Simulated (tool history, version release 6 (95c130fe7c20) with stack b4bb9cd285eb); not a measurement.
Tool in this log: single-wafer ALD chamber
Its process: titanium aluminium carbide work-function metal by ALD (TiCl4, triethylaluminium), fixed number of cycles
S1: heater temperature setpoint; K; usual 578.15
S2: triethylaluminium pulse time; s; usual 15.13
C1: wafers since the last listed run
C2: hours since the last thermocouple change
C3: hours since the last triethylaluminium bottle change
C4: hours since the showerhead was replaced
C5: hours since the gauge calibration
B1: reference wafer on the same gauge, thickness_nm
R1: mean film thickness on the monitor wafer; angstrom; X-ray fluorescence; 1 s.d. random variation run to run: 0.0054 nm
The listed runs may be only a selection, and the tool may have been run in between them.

run,day,S1,S2,C1,C2,C3,C4,C5,B1,R1
1,0,578.15,15.13,0,1907.3,143,4709.9,2528.9,2.33,20.96
2,4.129,578.15,15.13,1015,2006.4,242.1,4809,2628,2.328,20.92
3,6.788,578.15,15.13,653,2070.2,305.9,4872.8,2691.8,2.329,20.88
# day 8.442: thermocouple changed; heater temperature recalibrated
4,10.75,582.15,15.13,892,55.4,401,4967.9,2786.9,2.328,21.69
5,13.912,571.15,13.16,778,131.3,476.9,5043.8,2862.8,2.332,20.44
6,16.767,571.15,13.16,702,199.8,545.4,5112.3,2931.3,2.332,20.34
7,18.979,571.15,13.16,544,252.9,598.5,5165.4,2984.4,2.333,20.33
8,20.55,578.15,15.13,386,290.6,636.2,5203.1,3022.1,2.329,21.24
# day 21.25: showerhead replaced
9,22.642,578.15,15.13,432,340.8,686.4,33.4,3072.3,2.329,21.29
# day 23.096: triethylaluminium bottle replaced
10,25.608,578.15,15.13,647,412,60.3,104.6,3143.5,2.329,21.48
11,27.204,578.15,15.13,392,450.3,98.6,142.9,3181.8,2.332,21.42
12,29.246,578.15,19.86,502,499.3,147.6,191.9,3230.8,2.329,21.52
13,32.654,578.15,15.13,838,581.1,229.4,273.7,3312.6,2.331,21.31
14,35.279,583.15,15.13,645,644.1,292.4,336.7,3375.6,2.331,21.76
15,36.833,578.15,15.13,382,681.4,329.7,374,3412.9,2.327,21.1
16,39.375,578.15,15.13,625,742.4,390.7,435,3473.9,2.331,21.15
17,43.083,565.15,11.46,912,831.4,479.7,524,3562.9,2.33,19.43
18,47.021,564.15,11.43,968,925.9,574.2,618.5,3657.4,2.332,19.42
19,51.221,582.15,17.38,1033,1026.7,675,719.3,3758.2,2.329,21.61
# day 51.642: triethylaluminium bottle replaced
# day 53.454: gauge calibrated
20,53.696,592.15,15.13,526,1086.1,49.3,778.7,5.8,2.332,22.55
21,57.396,584.15,15.13,910,1174.9,138.1,867.5,94.6,2.329,21.75
22,60.825,578.15,20.62,843,1257.2,220.4,949.8,176.9,2.328,21.31
23,62.762,565.15,20.37,476,1303.7,266.9,996.3,223.4,2.33,20.07
24,65.562,565.15,21,688,1370.9,334.1,1063.5,290.6,2.332,20.09
25,69.704,585.15,15.13,1018,1470.3,433.5,1162.9,390,2.33,21.75
26,71.375,578.15,9.49,411,1510.4,473.6,1203,430.1,2.328,20.12
27,72.929,565.15,18.7,382,1547.7,510.9,1240.3,467.4,2.329,19.97
28,75.242,578.15,15.13,568,1603.2,566.4,1295.8,522.9,2.33,20.9
29,79.592,578.15,18.05,1070,1707.6,670.8,1400.2,627.3,2.331,21.17
30,84.088,574.15,15.13,1106,1815.5,778.7,1508.1,735.2,2.331,20.53
# day 84.517: triethylaluminium bottle replaced
31,87.292,578.15,15.13,706,1892.4,66.6,1585,812.1,2.328,21.01
32,90.521,578.15,15.13,794,1969.9,144.1,1662.5,889.6,2.329,21.01
33,92.788,569.15,12.71,557,2024.3,198.5,1716.9,944,2.332,19.93

What the log doesn't show, run by run:
gauge reads high (%): 0 in every run
H1: wafer temperature above the value expected at the setpoint (K)
H2: triethylaluminium dose above that of a fresh bottle (%)
run,H1,H2
1,-4.77,-14.8
2,-5.02,-20.5
3,-5.17,-23.1
4,0.673,-25.8
5,0.488,-27.3
6,0.321,-28.3
7,0.192,-28.9
8,0.1,-29.2
9,-0.0222,-29.6
10,-0.196,-8.21
11,-0.289,-11.8
12,-0.409,-15.6
13,-0.608,-20.4
14,-0.762,-23.1
15,-0.852,-24.4
16,-1,-26.1
17,-1.22,-27.9
18,-1.45,-29.2
19,-1.69,-30.1
20,-1.84,-6.72
21,-2.06,-14.6
22,-2.26,-19.6
23,-2.37,-21.8
24,-2.53,-24.2
25,-2.78,-26.7
26,-2.87,-27.5
27,-2.96,-28
28,-3.1,-28.7
29,-3.35,-29.7
30,-3.62,-30.3
31,-3.8,-10.9
32,-3.99,-17.4
33,-4.13,-20.8
